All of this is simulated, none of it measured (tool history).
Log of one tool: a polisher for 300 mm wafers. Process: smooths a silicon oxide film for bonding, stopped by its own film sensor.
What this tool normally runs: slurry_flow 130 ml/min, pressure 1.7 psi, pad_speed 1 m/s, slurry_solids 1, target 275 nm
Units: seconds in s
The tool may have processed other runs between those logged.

run     day  slurry_flow  pressure  pad_speed  slurry_solids  target  wafers since the last listed run  wafers polished on this pad  hours since the slurry nozzle was cleaned  hours since the head pressure was calibrated  hours since the slurry blender was calibrated  incoming thickness of the incoming film, nm  seconds
  1       0          130       1.7          1              1     275                                 0                         1028                                        501                                        1101.1                                          412.3                                          313     79.6
      0.642  -- slurry nozzle cleaned
  2   0.658          105       1.7          1              1     275                               106                         1135                                        0.4                                        1116.9                                          428.1                                        305.5     67.1
  3   1.296          105       1.7          1              1     275                               110                         1245                                       15.7                                        1132.2                                          443.4                                        314.2     85.7
      1.388  -- slurry blender recalibrated
      1.696  -- worn pad replaced by a new one
  4   1.892          130       1.7          1              1     275                                59                           33                                         30                                        1146.5                                           12.1                                        312.6     85.2
  5   2.262          130       1.7          1              1     275                                64                           98                                       38.9                                        1155.4                                             21                                        314.2     88.2
  6   2.746          130       1.7          1              1     275                                83                          181                                       50.5                                          1167                                           32.6                                        313.4     86.8
  7   3.067          130       1.7          1              1     275                                55                          237                                       58.2                                        1174.7                                           40.3                                          311     81.5
  8   3.562          130       1.7          1              1     275                                85                          323                                       70.1                                        1186.6                                           52.2                                        308.9     77.1
  9   3.979          130       1.7       0.72              1     275                                72                          395                                       80.1                                        1196.6                                           62.2                                        306.1     83.2
      4.283  -- worn pad replaced by a new one, repeated, since the last time left the tool worse
 10   4.483          130       1.7          1              1     267                                58                           34                                       92.2                                        1208.7                                           74.3                                        312.4       92
 11   4.954          130       1.7          1              1     275                                81                          116                                      103.5                                          1220                                           85.6                                        310.1     71.2
 12   5.317          130       1.7          1              1     275                                62                          179                                      112.2                                        1228.7                                           94.3                                        316.1     82.9
 13   5.825          130       1.7          1              1     275                                87                          267                                      124.4                                        1240.9                                          106.5                                        309.1     68.5
 14   6.171          105       1.7          1              1     275                                59                          326                                      132.7                                        1249.2                                          114.8                                        307.3     66.5
 15   6.429          130       1.7          1              1     275                                44                          371                                      138.9                                        1255.4                                            121                                        307.1     65.3
 16   7.046          115       1.7       0.82              1     275                               106                          478                                      153.7                                        1270.2                                          135.8                                        312.1     83.3
 17   7.696          150       1.7       1.36              1     275                               112                          590                                      169.3                                        1285.8                                          151.4                                        313.4     66.2
 18     8.3          145       1.7        0.7            0.9     283                               104                          695                                      183.8                                        1300.3                                          165.9                                        311.3     70.8
 19    8.85          130       1.5       1.12           1.25     275                                95                          790                                        197                                        1313.5                                          179.1                                        311.7     71.3
 20   9.417          130       1.7          1              1     275                                98                          888                                      210.6                                        1327.1                                          192.7                                        307.8     68.8
      9.512  -- head pressure recalibrated
 21   9.912          110       1.7       1.32            1.2     275                                71                          960                                      222.5                                           9.6                                          204.6                                        304.1     49.9
 22  10.375           85       1.2          1            0.8     264                                80                         1040                                      233.6                                          20.7                                          215.7                                        310.5    134.3
 23  10.854           90       1.4       1.28              1     265                                82                         1123                                      245.1                                          32.2                                          227.2                                        308.2     93.2
 24  11.108           90       1.7          1              1     275                                43                         1167                                      251.2                                          38.3                                          233.3                                        309.6     75.6
 25  11.483          130       1.7          1              1     275                                64                         1232                                      260.2                                          47.3                                          242.3                                        310.9     76.4
 26   12.15          130       1.7       1.12              1     287                               115                         1347                                      276.2                                          63.3                                          258.3                                        308.3       43
     12.417  -- worn pad replaced by a new one
 27  12.458           90       1.7          1            1.2     275                                24                            6                                      283.6                                          70.7                                          265.7                                        308.1     65.9
 28    13.2          130       1.7        1.1              1     275                               128                          135                                      301.4                                          88.5                                          283.5                                          309     65.4
 29  13.608          165       1.7       0.82           0.85     275                                70                          205                                      311.2                                          98.3                                          293.3                                        306.6     73.3

Each row is a separate what-if for the run after 29, all from the same tool condition, not one after another. Results?
  A  13.625          130       1.7          1           0.75     275                                 2                          208                                      311.6                                          98.7                                          293.7                                        312.9        ?
  B  13.625          165       1.7       1.24           1.25     275                                 2                          208                                      311.6                                          98.7                                          293.7                                        312.9        ?
  C  13.625          130       1.7          1            1.2     275                                 2                          208                                      311.6                                          98.7                                          293.7                                        312.9        ?
  D  13.625          175       1.2       0.82            0.8     275                                 2                          208                                      311.6                                          98.7                                          293.7                                        312.9        ?
  E  13.625          130       1.7       0.88              1     263                                 2                          208                                      311.6                                          98.7                                          293.7                                        312.9        ?

run  seconds
  A     85.4
  B     62.1
  C     72.6
  D      108
  E    108.3
Without the tool's unlogged condition, the same runs would have read:
run  seconds
  A     84.7
  B     61.6
  C     71.9
  D    107.1
  E    107.4
